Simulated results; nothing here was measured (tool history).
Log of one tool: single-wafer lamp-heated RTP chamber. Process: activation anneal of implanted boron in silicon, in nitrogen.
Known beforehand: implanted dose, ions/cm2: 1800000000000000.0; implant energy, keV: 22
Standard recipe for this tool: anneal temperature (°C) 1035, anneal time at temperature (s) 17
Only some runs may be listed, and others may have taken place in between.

run   hour  anneal temperature (°C)  anneal time at temperature (s)  read-back reference wafer on the same gauge, sheet resistance  sheet resistance of the implanted and annealed layer (ohm/square)
  1    0.0                     1035                              17                                                          85.22                                                              74.44
  2   37.7                     1035                              25                                                          85.21                                                              73.36
  3   43.7                     1035                              14                                                          85.16                                                              74.73
  4   60.2                     1035                              17                                                          85.17                                                              73.96
  5   67.3                     1035                              17                                                          85.16                                                              73.81
  6   78.6                     1035                              17                                                          85.28                                                              73.98
  7   91.8                     1035                              17                                                          85.16                                                              73.96
  8  101.0                     1035                              17                                                          85.12                                                              74.06
  9  111.2                     1035                              17                                                          85.25                                                              73.71
 10  119.6                     1035                              17                                                          85.21                                                              73.97
 11  134.8                     1023                              17                                                          85.25                                                              75.29
 12  145.6                     1023                              17                                                          85.21                                                              74.89
 13  160.6                     1023                              17                                                          85.17                                                              74.98
 14  172.3                     1035                              17                                                          85.23                                                              73.54
     181.3  -- pyrometer window cleaned and pyrometer calibrated
 15  181.8                     1035                              17                                                          85.22                                                              75.29
 16  191.5                     1027                              26                                                          85.22                                                              75.42
 17  202.4                     1053                              22                                                          85.18                                                              72.33
     204.3  -- gauge calibrated
 18  213.7                     1035                              17                                                          85.15                                                              75.77
     232.2  -- reflector plate cleaned
 19  232.7                     1056                               9                                                          85.17                                                              73.77
 20  237.9                     1049                              17                                                          85.17                                                              73.55
 21  244.0                     1035                               8                                                          85.21                                                              76.91
 22  252.9                     1021                              17                                                          85.12                                                              77.94
 23  264.0                     1007                              24                                                          85.20                                                              79.76
 24  273.4                     1011                              24                                                          85.17                                                              79.03
 25  286.4                     1063                              26                                                          85.19                                                              70.52
 26  293.7                     1063                              26                                                          85.21                                                              70.63
 27  305.1                     1009                              17                                                          85.18                                                              80.22

Each row is a separate what-if for the run after 27, all from the same tool condition, not one after another. Results?
  A  305.5                     1035                              17                                                              ?                                                                  ?
  B  305.5                     1035                              21                                                              ?                                                                  ?
  C  305.5                     1035                              22                                                              ?                                                                  ?
  D  305.5                     1020                              27                                                              ?                                                                  ?

run  read-back reference wafer on the same gauge, sheet resistance  sheet resistance of the implanted and annealed layer (ohm/square)
  A                                                          85.23                                                              75.47
  B                                                          85.23                                                              75.05
  C                                                          85.23                                                              74.96
  D                                                          85.23                                                              76.89
With the hidden condition removed and each run's random variation left untouched, the same runs would have given:
run  sheet resistance of the implanted and annealed layer (ohm/square)
  A                                                              75.72
  B                                                              75.29
  C                                                              75.20
  D                                                              77.19
